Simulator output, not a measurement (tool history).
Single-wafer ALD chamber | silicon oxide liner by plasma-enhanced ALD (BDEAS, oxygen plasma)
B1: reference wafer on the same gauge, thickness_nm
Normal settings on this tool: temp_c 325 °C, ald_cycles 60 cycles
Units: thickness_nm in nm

{"run": 1, "hour": 0.0, "temp_c": 315, "ald_cycles": 60, "B1": 5.732, "thickness_nm": 5.431}
{"run": 2, "hour": 35.3, "temp_c": 315, "ald_cycles": 60, "B1": 5.73, "thickness_nm": 5.44}
{"run": 3, "hour": 79.3, "temp_c": 315, "ald_cycles": 60, "B1": 5.726, "thickness_nm": 5.427}
{"run": 4, "hour": 106.7, "temp_c": 325, "ald_cycles": 60, "B1": 5.727, "thickness_nm": 5.325}
{"run": 5, "hour": 170.8, "temp_c": 325, "ald_cycles": 60, "B1": 5.73, "thickness_nm": 5.347}
{"run": 6, "hour": 240.0, "temp_c": 325, "ald_cycles": 60, "B1": 5.726, "thickness_nm": 5.336}
{"run": 7, "hour": 285.6, "temp_c": 325, "ald_cycles": 60, "B1": 5.735, "thickness_nm": 5.352}
{"run": 8, "hour": 319.1, "temp_c": 325, "ald_cycles": 60, "B1": 5.724, "thickness_nm": 5.338}
{"run": 9, "hour": 355.3, "temp_c": 325, "ald_cycles": 60, "B1": 5.726, "thickness_nm": 5.335}
{"run": 10, "hour": 392.1, "temp_c": 325, "ald_cycles": 60, "B1": 5.73, "thickness_nm": 5.357}
{"run": 11, "hour": 458.3, "temp_c": 325, "ald_cycles": 60, "B1": 5.732, "thickness_nm": 5.338}
{"run": 12, "hour": 500.5, "temp_c": 325, "ald_cycles": 60, "B1": 5.731, "thickness_nm": 5.342}
{"run": 13, "hour": 558.6, "temp_c": 339, "ald_cycles": 57, "B1": 5.73, "thickness_nm": 4.981}
{"run": 14, "hour": 611.0, "temp_c": 325, "ald_cycles": 70, "B1": 5.732, "thickness_nm": 6.233}
{"hour": 631.1, "done": "gauge calibrated"}
{"run": 15, "hour": 746.3, "temp_c": 325, "ald_cycles": 49, "B1": 5.727, "thickness_nm": 4.373}
{"run": 16, "hour": 807.6, "temp_c": 325, "ald_cycles": 60, "B1": 5.73, "thickness_nm": 5.365}
{"hour": 841.2, "done": "thermocouple changed; heater temperature recalibrated"}
{"run": 17, "hour": 844.8, "temp_c": 319, "ald_cycles": 65, "B1": 5.73, "thickness_nm": 5.839}
{"run": 18, "hour": 870.7, "temp_c": 329, "ald_cycles": 66, "B1": 5.731, "thickness_nm": 5.838}
{"run": 19, "hour": 914.5, "temp_c": 325, "ald_cycles": 60, "B1": 5.728, "thickness_nm": 5.344}
{"run": 20, "hour": 958.2, "temp_c": 319, "ald_cycles": 64, "B1": 5.731, "thickness_nm": 5.745}
{"run": 21, "hour": 997.4, "temp_c": 325, "ald_cycles": 60, "B1": 5.727, "thickness_nm": 5.347}
{"run": 22, "hour": 1051.4, "temp_c": 330, "ald_cycles": 60, "B1": 5.728, "thickness_nm": 5.31}
{"run": 23, "hour": 1117.3, "temp_c": 325, "ald_cycles": 60, "B1": 5.726, "thickness_nm": 5.356}
{"run": 24, "hour": 1229.3, "temp_c": 336, "ald_cycles": 67, "B1": 5.731, "thickness_nm": 5.882}
{"hour": 1251.5, "done": "gauge calibrated"}
{"run": 25, "hour": 1271.1, "temp_c": 317, "ald_cycles": 60, "B1": 5.73, "thickness_nm": 5.403}

Alternative continuations, all from the tool just after run 25; predict every row:
{"run": "A", "hour": 1271.6, "temp_c": 325, "ald_cycles": 67, "B1": "?", "thickness_nm": "?"}
{"run": "B", "hour": 1271.6, "temp_c": 320, "ald_cycles": 66, "B1": "?", "thickness_nm": "?"}
{"run": "C", "hour": 1271.6, "temp_c": 321, "ald_cycles": 60, "B1": "?", "thickness_nm": "?"}
{"run": "D", "hour": 1271.6, "temp_c": 313, "ald_cycles": 60, "B1": "?", "thickness_nm": "?"}

run=A B1=5.727 thickness_nm=5.981
run=B B1=5.727 thickness_nm=5.929
run=C B1=5.727 thickness_nm=5.383
run=D B1=5.727 thickness_nm=5.438
Take away the tool's hidden state, keep each run's random variation, and the runs would have read:
run=A thickness_nm=5.981
run=B thickness_nm=5.929
run=C thickness_nm=5.383
run=D thickness_nm=5.438
